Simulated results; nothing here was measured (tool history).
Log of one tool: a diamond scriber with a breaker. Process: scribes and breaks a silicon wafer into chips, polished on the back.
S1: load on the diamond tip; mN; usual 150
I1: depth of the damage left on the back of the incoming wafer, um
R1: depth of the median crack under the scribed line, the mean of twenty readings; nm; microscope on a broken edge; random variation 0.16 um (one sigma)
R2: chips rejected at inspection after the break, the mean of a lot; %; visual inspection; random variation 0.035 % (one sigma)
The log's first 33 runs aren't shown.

{"run": 34, "day": 16.779, "S1": 150, "I1": 0.03, "R1": 15950, "R2": 0.48}
{"run": 35, "day": 17.083, "S1": 150, "I1": 0.03, "R1": 15830, "R2": 0.61}
{"run": 36, "day": 17.446, "S1": 150, "I1": 0.03, "R1": 15550, "R2": 0.52}
{"run": 37, "day": 17.738, "S1": 150, "I1": 0.03, "R1": 15790, "R2": 0.61}
{"run": 38, "day": 18.488, "S1": 165, "I1": 0.03, "R1": 16760, "R2": 0.96}
{"run": 39, "day": 19.092, "S1": 125, "I1": 0.04, "R1": 14370, "R2": 0.81}
{"run": 40, "day": 19.817, "S1": 183, "I1": 0.01, "R1": 17360, "R2": 1.88}
{"run": 41, "day": 20.475, "S1": 131, "I1": 0.01, "R1": 14820, "R2": 0.73}
{"run": 42, "day": 20.958, "S1": 112, "I1": 0.01, "R1": 14020, "R2": 1.46}

Forecast each of these 4 alternatives for the next run:
{"run": "A", "day": 20.979, "S1": 179, "I1": 0.02, "R1": "?", "R2": "?"}
{"run": "B", "day": 20.979, "S1": 182, "I1": 0.02, "R1": "?", "R2": "?"}
{"run": "C", "day": 20.979, "S1": 110, "I1": 0.02, "R1": "?", "R2": "?"}
{"run": "D", "day": 20.979, "S1": 134, "I1": 0.02, "R1": "?", "R2": "?"}

run=A R1=17180 R2=1.64
run=B R1=17310 R2=1.80
run=C R1=13960 R2=1.58
run=D R1=15120 R2=0.59
Without the tool's hidden state the same runs would have given:
run=A R1=16740 R2=1.17
run=B R1=16870 R2=1.30
run=C R1=13610 R2=2.16
run=D R1=14730 R2=0.77
